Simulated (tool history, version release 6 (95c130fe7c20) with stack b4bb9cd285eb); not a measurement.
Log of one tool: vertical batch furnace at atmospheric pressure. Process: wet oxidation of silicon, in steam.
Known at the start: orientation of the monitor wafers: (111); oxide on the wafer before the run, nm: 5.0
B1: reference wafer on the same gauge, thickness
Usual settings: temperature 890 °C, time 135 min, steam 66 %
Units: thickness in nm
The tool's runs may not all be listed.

{"run": 1, "day": 0.0, "temperature": 890, "time": 135, "steam": 66, "B1": 294.75, "thickness": 249.37}
{"run": 2, "day": 2.954, "temperature": 890, "time": 135, "steam": 66, "B1": 294.93, "thickness": 250.94}
{"run": 3, "day": 5.783, "temperature": 890, "time": 135, "steam": 66, "B1": 295.06, "thickness": 248.71}
{"run": 4, "day": 8.888, "temperature": 890, "time": 135, "steam": 58, "B1": 295.07, "thickness": 225.12}
{"run": 5, "day": 11.408, "temperature": 890, "time": 135, "steam": 66, "B1": 294.94, "thickness": 249.11}
{"run": 6, "day": 13.638, "temperature": 890, "time": 135, "steam": 57, "B1": 294.6, "thickness": 221.03}
{"run": 7, "day": 16.667, "temperature": 890, "time": 135, "steam": 57, "B1": 294.67, "thickness": 221.8}
{"run": 8, "day": 20.283, "temperature": 905, "time": 135, "steam": 75, "B1": 295.17, "thickness": 320.47}
{"day": 22.783, "done": "thermocouples replaced and temperature profile calibrated"}
{"run": 9, "day": 24.283, "temperature": 905, "time": 135, "steam": 75, "B1": 294.97, "thickness": 319.36}
{"run": 10, "day": 28.175, "temperature": 904, "time": 135, "steam": 75, "B1": 294.89, "thickness": 315.81}
{"run": 11, "day": 32.479, "temperature": 904, "time": 135, "steam": 75, "B1": 295.04, "thickness": 314.09}
{"run": 12, "day": 36.729, "temperature": 890, "time": 185.5, "steam": 66, "B1": 294.54, "thickness": 315.77}
{"run": 13, "day": 40.604, "temperature": 890, "time": 187, "steam": 66, "B1": 294.93, "thickness": 315.57}
{"run": 14, "day": 44.908, "temperature": 890, "time": 106.5, "steam": 66, "B1": 294.91, "thickness": 204.44}
{"run": 15, "day": 47.121, "temperature": 890, "time": 106.5, "steam": 66, "B1": 294.75, "thickness": 205.31}
{"run": 16, "day": 49.546, "temperature": 890, "time": 135, "steam": 66, "B1": 294.99, "thickness": 246.62}
{"run": 17, "day": 52.45, "temperature": 890, "time": 135, "steam": 66, "B1": 295.03, "thickness": 247.35}
{"run": 18, "day": 54.008, "temperature": 890, "time": 135, "steam": 66, "B1": 295.05, "thickness": 247.55}
{"run": 19, "day": 58.275, "temperature": 890, "time": 135, "steam": 76, "B1": 294.93, "thickness": 274.53}
{"run": 20, "day": 61.25, "temperature": 890, "time": 135, "steam": 66, "B1": 295.46, "thickness": 246.75}
{"run": 21, "day": 65.433, "temperature": 883, "time": 202, "steam": 78, "B1": 294.86, "thickness": 352.01}
{"run": 22, "day": 69.825, "temperature": 906, "time": 111.5, "steam": 61, "B1": 295.02, "thickness": 239.18}
{"run": 23, "day": 72.738, "temperature": 890, "time": 135, "steam": 66, "B1": 295.18, "thickness": 246.88}
{"run": 24, "day": 75.058, "temperature": 890, "time": 135, "steam": 66, "B1": 294.99, "thickness": 245.41}
{"day": 77.221, "done": "gauge calibrated"}
{"run": 25, "day": 77.379, "temperature": 890, "time": 198, "steam": 60, "B1": 294.92, "thickness": 306.99}
{"run": 26, "day": 81.225, "temperature": 899, "time": 135, "steam": 66, "B1": 295.18, "thickness": 270.62}
{"run": 27, "day": 82.738, "temperature": 890, "time": 135, "steam": 75, "B1": 295.02, "thickness": 270.48}
{"run": 28, "day": 85.125, "temperature": 890, "time": 135, "steam": 66, "B1": 294.69, "thickness": 244.82}
{"run": 29, "day": 88.133, "temperature": 890, "time": 135, "steam": 66, "B1": 295.11, "thickness": 245.23}
{"day": 93.521, "done": "steam generator serviced"}
{"run": 30, "day": 93.542, "temperature": 882, "time": 97, "steam": 57, "B1": 295.14, "thickness": 158.13}
{"day": 99.979, "done": "thermocouples replaced and temperature profile calibrated"}
{"run": 31, "day": 106.412, "temperature": 890, "time": 135, "steam": 66, "B1": 295.14, "thickness": 252.95}
{"run": 32, "day": 108.829, "temperature": 870, "time": 135, "steam": 69, "B1": 294.99, "thickness": 206.54}
{"run": 33, "day": 112.971, "temperature": 907, "time": 189, "steam": 56, "B1": 295.17, "thickness": 344.33}
{"run": 34, "day": 116.758, "temperature": 898, "time": 70, "steam": 59, "B1": 295.26, "thickness": 150.46}
{"run": 35, "day": 118.779, "temperature": 890, "time": 165.5, "steam": 61, "B1": 295.26, "thickness": 279.02}
{"run": 36, "day": 121.675, "temperature": 879, "time": 135, "steam": 55, "B1": 295.13, "thickness": 189.46}
{"run": 37, "day": 125.662, "temperature": 879, "time": 135, "steam": 66, "B1": 294.92, "thickness": 219.95}

Forecast each of these 3 alternatives for the next run:
{"run": "A", "day": 125.946, "temperature": 890, "time": 135, "steam": 66, "B1": "?", "thickness": "?"}
{"run": "B", "day": 125.946, "temperature": 890, "time": 159, "steam": 73, "B1": "?", "thickness": "?"}
{"run": "C", "day": 125.946, "temperature": 890, "time": 107.5, "steam": 66, "B1": "?", "thickness": "?"}

run=A B1=294.83 thickness=251.57
run=B B1=294.83 thickness=308.23
run=C B1=294.83 thickness=210.2
Without the tool's hidden state the same runs would have given:
run=A thickness=256.91
run=B thickness=314.58
run=C thickness=214.77
